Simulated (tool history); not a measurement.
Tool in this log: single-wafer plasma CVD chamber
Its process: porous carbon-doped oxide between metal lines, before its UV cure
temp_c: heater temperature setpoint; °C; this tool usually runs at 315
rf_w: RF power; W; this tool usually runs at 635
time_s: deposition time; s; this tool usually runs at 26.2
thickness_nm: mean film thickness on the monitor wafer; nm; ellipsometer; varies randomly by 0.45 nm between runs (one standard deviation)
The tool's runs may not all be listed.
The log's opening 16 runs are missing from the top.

run	hour	temp_c	rf_w	time_s	wafers since the last listed run	hours since the last thermocouple change	hours since the last RF generator calibration	hours since the showerhead was replaced	hours since the gauge calibration	read-back reference wafer on the same gauge, thickness_nm	thickness_nm
17	1169.1	315	635	26.2	2387	253.1	869.5	393.9	913.9	154.850	131.367
18	1234.0	307	635	21.2	1894	318.0	934.4	458.8	978.8	154.627	112.909
19	1281.5	304	635	28.3	1386	365.5	981.9	506.3	1026.3	154.666	151.411
20	1362.8	326	740	22.6	2373	446.8	1063.2	587.6	1107.6	154.382	117.595
21	1424.2	301	635	26.2	1792	508.2	1124.6	649.0	1169.0	154.128	142.720
22	1511.4	315	635	26.2	2545	595.4	1211.8	736.2	1256.2	154.016	130.462
23	1558.0	310	525	26.2	1360	642.0	1258.4	782.8	1302.8	154.004	121.151
# hour 1642.7: RF generator calibrated
24	1643.2	315	635	26.2	2253	727.2	0.5	868.0	1388.0	153.746	131.574
25	1704.4	315	635	26.2	1786	788.4	61.7	929.2	1449.2	153.792	131.029
26	1773.5	327	720	24.2	2017	857.5	130.8	998.3	1518.3	153.635	122.124
27	1852.7	315	530	23.1	2311	936.7	210.0	1077.5	1597.5	153.734	104.676
28	1897.2	301	720	21.4	1298	981.2	254.5	1122.0	1642.0	153.610	125.473
29	2074.0	311	705	29.4	5160	1158.0	431.3	1298.8	1818.8	153.365	159.366
30	2141.6	315	635	26.2	1973	1225.6	498.9	1366.4	1886.4	153.143	130.185
31	2197.4	315	635	24.0	1628	1281.4	554.7	1422.2	1942.2	153.247	120.404
32	2236.8	302	525	26.2	1150	1320.8	594.1	1461.6	1981.6	153.152	126.052
33	2306.8	327	750	22.3	2043	1390.8	664.1	1531.6	2051.6	153.120	115.184

Alternative continuations, all from the tool just after run 33; predict every row:
A	2307.2	315	635	22.4	11	1391.2	664.5	1532.0	2052.0	?	?
B	2307.2	300	680	30.2	11	1391.2	664.5	1532.0	2052.0	?	?
C	2307.2	329	760	26.2	11	1391.2	664.5	1532.0	2052.0	?	?
D	2307.2	301	555	21.4	11	1391.2	664.5	1532.0	2052.0	?	?
E	2307.2	321	635	30.8	11	1391.2	664.5	1532.0	2052.0	?	?

run	read-back reference wafer on the same gauge, thickness_nm	thickness_nm
A	152.966	112.077
B	152.966	170.084
C	152.966	134.184
D	152.966	107.742
E	152.966	147.574
With the hidden condition removed and each run's random variation left untouched, the same runs would have given:
run	thickness_nm
A	115.688
B	175.563
C	138.507
D	111.213
E	152.329
